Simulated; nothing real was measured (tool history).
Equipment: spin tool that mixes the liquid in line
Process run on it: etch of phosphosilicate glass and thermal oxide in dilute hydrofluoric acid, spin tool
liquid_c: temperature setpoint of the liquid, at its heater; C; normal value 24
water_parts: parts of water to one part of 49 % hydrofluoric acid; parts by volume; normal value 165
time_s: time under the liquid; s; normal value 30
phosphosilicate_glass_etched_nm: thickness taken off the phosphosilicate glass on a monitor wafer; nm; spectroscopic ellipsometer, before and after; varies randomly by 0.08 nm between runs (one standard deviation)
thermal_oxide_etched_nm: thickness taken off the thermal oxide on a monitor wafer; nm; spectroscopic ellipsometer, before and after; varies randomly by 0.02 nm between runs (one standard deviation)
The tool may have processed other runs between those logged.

run,hour,liquid_c,water_parts,time_s,"read-back film thickness of the phosphosilicate glass reference wafer, read on the same gauge (nm)","read-back film thickness of the thermal oxide reference wafer, read on the same gauge (nm)",phosphosilicate_glass_etched_nm,thermal_oxide_etched_nm
1,0,24,165,30,150.01,50.006,12.8,0.641
2,7.9,24,165,30,149.98,50.02,12.68,0.662
3,18.6,24,165,30,149.97,50.008,12.67,0.653
4,28.7,24,165,30,150,49.999,12.76,0.639
5,46.4,24,165,30,150.02,50.027,12.72,0.651
6,54,24,105,30,149.99,50.034,21.57,1.103
7,60.5,24,165,30,149.98,50.026,12.74,0.667
8,76.7,24,225,30,149.99,50.002,8.64,0.436
9,93.7,24,225,30,149.98,49.998,8.61,0.438
10,104.1,24,225,30,149.98,50.041,8.5,0.468
11,112.9,24,200,30,150.02,50.006,10.03,0.526
12,121.1,22,165,30,149.99,49.992,11.66,0.607
# hour 126.9: gauge calibrated
13,129.2,27,165,30,150.02,50.014,14.04,0.738
# hour 142: hydrofluoric acid flow meter replaced
14,146.9,24,105,30,150.02,49.998,24.41,1.237
15,154.6,21,165,30,150.05,49.958,12.95,0.669
# hour 164: thermometer replaced
16,170.1,24,115,30,150.02,50.004,22.23,1.119
17,181.8,20.5,105,20,150.01,50.049,14.29,0.705
18,192.2,24,165,30,149.99,50.004,14.52,0.767
19,202.9,24,165,30,149.98,49.982,14.45,0.769
20,210.9,24,225,30,149.98,50.037,9.95,0.49
21,221.1,24,215,20,150.01,49.989,6.96,0.349
22,238.3,24,165,15,150.05,49.963,7.22,0.358

Each run again, without the hidden state but with its own random variation kept:
What the log doesn't record here: liquid hotter than its thermometer reads (K); hydrofluoric acid flow below the setpoint (%); gauge reads high (%).
run,phosphosilicate_glass_etched_nm,thermal_oxide_etched_nm
1,14.67,0.734
2,14.55,0.76
3,14.56,0.75
4,14.68,0.735
5,14.67,0.75
6,24.71,1.264
7,14.71,0.77
8,10.06,0.507
9,10.05,0.511
10,9.94,0.546
11,11.71,0.613
12,13.55,0.706
13,16.38,0.861
14,24.5,1.242
15,13.02,0.673
16,22.37,1.126
17,14.39,0.71
18,14.65,0.774
19,14.6,0.776
20,10.06,0.496
21,7.05,0.354
22,7.32,0.363

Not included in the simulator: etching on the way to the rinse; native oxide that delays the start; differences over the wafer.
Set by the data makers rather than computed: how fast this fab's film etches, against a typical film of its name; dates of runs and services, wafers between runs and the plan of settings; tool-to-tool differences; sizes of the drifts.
